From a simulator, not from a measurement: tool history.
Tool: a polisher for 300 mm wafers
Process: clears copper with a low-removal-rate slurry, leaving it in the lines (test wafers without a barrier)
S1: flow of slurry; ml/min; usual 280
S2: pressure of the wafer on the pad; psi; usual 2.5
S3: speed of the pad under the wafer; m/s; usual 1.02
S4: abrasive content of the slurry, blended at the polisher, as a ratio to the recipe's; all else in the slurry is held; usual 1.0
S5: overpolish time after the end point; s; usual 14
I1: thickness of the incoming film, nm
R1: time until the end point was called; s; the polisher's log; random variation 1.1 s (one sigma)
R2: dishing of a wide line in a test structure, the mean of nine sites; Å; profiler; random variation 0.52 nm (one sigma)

Run 1, day 0.000: usual settings; I1 249.2. Result: R1 80.4 s, R2 257 Å.
Run 2, day 1.042: usual settings; I1 252.9. Result: R1 82.7 s, R2 259 Å.
Run 3, day 2.317: usual settings; I1 249.8. Result: R1 80.1 s, R2 259 Å.
At day 2.492: slurry blender recalibrated.
Run 4, day 2.875: usual settings; I1 251.8. Result: R1 80.6 s, R2 255 Å.
Run 5, day 4.025: usual settings; I1 249.7. Result: R1 79.3 s, R2 255 Å.
At day 5.096: worn pad replaced by a new one.
Run 6, day 5.375: usual settings; I1 253.5. Result: R1 79.9 s, R2 260 Å.
Run 7, day 6.612: usual settings; I1 253.9. Result: R1 81.0 s, R2 255 Å.
Run 8, day 7.871: usual settings; I1 248.2. Result: R1 78.1 s, R2 254 Å.
Run 9, day 8.525: usual settings; I1 249.7. Result: R1 79.3 s, R2 257 Å.
Run 10, day 9.667: usual settings; I1 246.0. Result: R1 76.8 s, R2 251 Å.
At day 9.808: slurry nozzle cleaned.
Run 11, day 11.054: usual settings but S1 260 ml/min; I1 249.4. Result: R1 78.7 s, R2 259 Å.
At day 11.779: worn pad replaced by a new one.
Run 12, day 11.800: usual settings but S1 260 ml/min; I1 246.0. Result: R1 77.7 s, R2 256 Å.
Run 13, day 12.704: usual settings; I1 249.5. Result: R1 78.5 s, R2 259 Å.
At day 13.367: slurry blender recalibrated.
Run 14, day 13.733: usual settings but S1 225 ml/min, S4 0.7; I1 250.4. Result: R1 86.5 s, R2 238 Å.
At day 14.229: head pressure recalibrated.
Run 15, day 14.946: usual settings but S2 3.2 psi; I1 254.9. Result: R1 70.3 s, R2 303 Å.

Run 16 comes next. What will it give?
Run 16, day 15.758: usual settings but S1 340 ml/min, S5 21 s; I1 246.8. Result: R1 ?, R2 ?.

R1: 84.3 s
R2: 336 Å
Without the tool's hidden state the same run would have given R1 83.4 s, R2 339 Å.
